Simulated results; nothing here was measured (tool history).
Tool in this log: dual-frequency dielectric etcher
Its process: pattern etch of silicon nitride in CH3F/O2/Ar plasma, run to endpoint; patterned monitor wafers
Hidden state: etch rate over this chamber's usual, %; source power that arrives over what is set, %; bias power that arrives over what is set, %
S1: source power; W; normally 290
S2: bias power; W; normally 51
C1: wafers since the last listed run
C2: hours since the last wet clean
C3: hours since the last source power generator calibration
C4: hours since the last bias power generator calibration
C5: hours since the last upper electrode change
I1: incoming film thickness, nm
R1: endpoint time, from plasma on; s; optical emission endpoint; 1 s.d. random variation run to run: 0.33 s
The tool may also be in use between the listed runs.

{"run": 1, "hour": 0.0, "S1": 260, "S2": 54, "C1": 0, "C2": 146.9, "C3": 3861.4, "C4": 3256.0, "C5": 3357.5, "I1": 31.79, "R1": 61.6}
{"run": 2, "hour": 32.9, "S1": 340, "S2": 51, "C1": 655, "C2": 179.8, "C3": 3894.3, "C4": 3288.9, "C5": 3390.4, "I1": 31.91, "R1": 55.2}
{"run": 3, "hour": 93.5, "S1": 340, "S2": 51, "C1": 1207, "C2": 240.4, "C3": 3954.9, "C4": 3349.5, "C5": 3451.0, "I1": 31.5, "R1": 54.7}
{"run": 4, "hour": 149.5, "S1": 340, "S2": 51, "C1": 1115, "C2": 296.4, "C3": 4010.9, "C4": 3405.5, "C5": 3507.0, "I1": 31.79, "R1": 55.5}
{"run": 5, "hour": 218.0, "S1": 290, "S2": 51, "C1": 1365, "C2": 364.9, "C3": 4079.4, "C4": 3474.0, "C5": 3575.5, "I1": 31.95, "R1": 60.8}
{"run": 6, "hour": 268.4, "S1": 290, "S2": 51, "C1": 1004, "C2": 415.3, "C3": 4129.8, "C4": 3524.4, "C5": 3625.9, "I1": 31.69, "R1": 59.3}
{"run": 7, "hour": 332.1, "S1": 290, "S2": 51, "C1": 1269, "C2": 479.0, "C3": 4193.5, "C4": 3588.1, "C5": 3689.6, "I1": 31.58, "R1": 59.9}
{"hour": 364.9, "done": "upper electrode replaced"}
{"hour": 384.8, "done": "bias power generator calibrated"}
{"run": 8, "hour": 400.6, "S1": 290, "S2": 51, "C1": 807, "C2": 547.5, "C3": 4262.0, "C4": 15.8, "C5": 35.7, "I1": 31.37, "R1": 60.1}
{"run": 9, "hour": 439.7, "S1": 290, "S2": 55, "C1": 779, "C2": 586.6, "C3": 4301.1, "C4": 54.9, "C5": 74.8, "I1": 31.39, "R1": 58.7}
{"hour": 464.0, "done": "wet clean of the chamber"}
{"run": 10, "hour": 490.7, "S1": 290, "S2": 55, "C1": 538, "C2": 26.7, "C3": 4352.1, "C4": 105.9, "C5": 125.8, "I1": 31.69, "R1": 57.1}
{"hour": 506.6, "done": "source power generator calibrated"}
{"run": 11, "hour": 545.0, "S1": 290, "S2": 51, "C1": 1002, "C2": 81.0, "C3": 38.4, "C4": 160.2, "C5": 180.1, "I1": 31.75, "R1": 59.3}
{"run": 12, "hour": 612.2, "S1": 350, "S2": 45, "C1": 1339, "C2": 148.2, "C3": 105.6, "C4": 227.4, "C5": 247.3, "I1": 31.94, "R1": 57.5}
{"run": 13, "hour": 641.6, "S1": 240, "S2": 40, "C1": 585, "C2": 177.6, "C3": 135.0, "C4": 256.8, "C5": 276.7, "I1": 31.87, "R1": 72.1}
{"run": 14, "hour": 690.7, "S1": 310, "S2": 62, "C1": 978, "C2": 226.7, "C3": 184.1, "C4": 305.9, "C5": 325.8, "I1": 31.62, "R1": 53.3}
{"run": 15, "hour": 757.4, "S1": 330, "S2": 45, "C1": 1329, "C2": 293.4, "C3": 250.8, "C4": 372.6, "C5": 392.5, "I1": 31.6, "R1": 58.5}
{"run": 16, "hour": 782.1, "S1": 290, "S2": 51, "C1": 492, "C2": 318.1, "C3": 275.5, "C4": 397.3, "C5": 417.2, "I1": 31.38, "R1": 59.0}
{"run": 17, "hour": 830.9, "S1": 330, "S2": 51, "C1": 972, "C2": 366.9, "C3": 324.3, "C4": 446.1, "C5": 466.0, "I1": 31.83, "R1": 56.5}
{"run": 18, "hour": 899.6, "S1": 290, "S2": 64, "C1": 1368, "C2": 435.6, "C3": 393.0, "C4": 514.8, "C5": 534.7, "I1": 32.05, "R1": 55.4}
{"run": 19, "hour": 982.4, "S1": 290, "S2": 41, "C1": 1649, "C2": 518.4, "C3": 475.8, "C4": 597.6, "C5": 617.5, "I1": 31.57, "R1": 65.8}
{"run": 20, "hour": 1014.9, "S1": 310, "S2": 62, "C1": 647, "C2": 550.9, "C3": 508.3, "C4": 630.1, "C5": 650.0, "I1": 31.61, "R1": 54.1}

Subtracting, for every run, the result it would have given without the tool's unlogged condition from the measured result gives the following. The same run-to-run variation enters both numbers; the gauge's scatter may not:
run=1 R1=+0.9
run=2 R1=+0.9
run=3 R1=+1.1
run=4 R1=+1.3
run=5 R1=+1.6
run=6 R1=+1.8
run=7 R1=+2.0
run=8 R1=+2.3
run=9 R1=+2.3
run=10 R1=+0.4
run=11 R1=+0.6
run=12 R1=+0.8
run=13 R1=+1.1
run=14 R1=+1.0
run=15 R1=+1.3
run=16 R1=+1.4
run=17 R1=+1.5
run=18 R1=+1.7
run=19 R1=+2.3
run=20 R1=+2.0
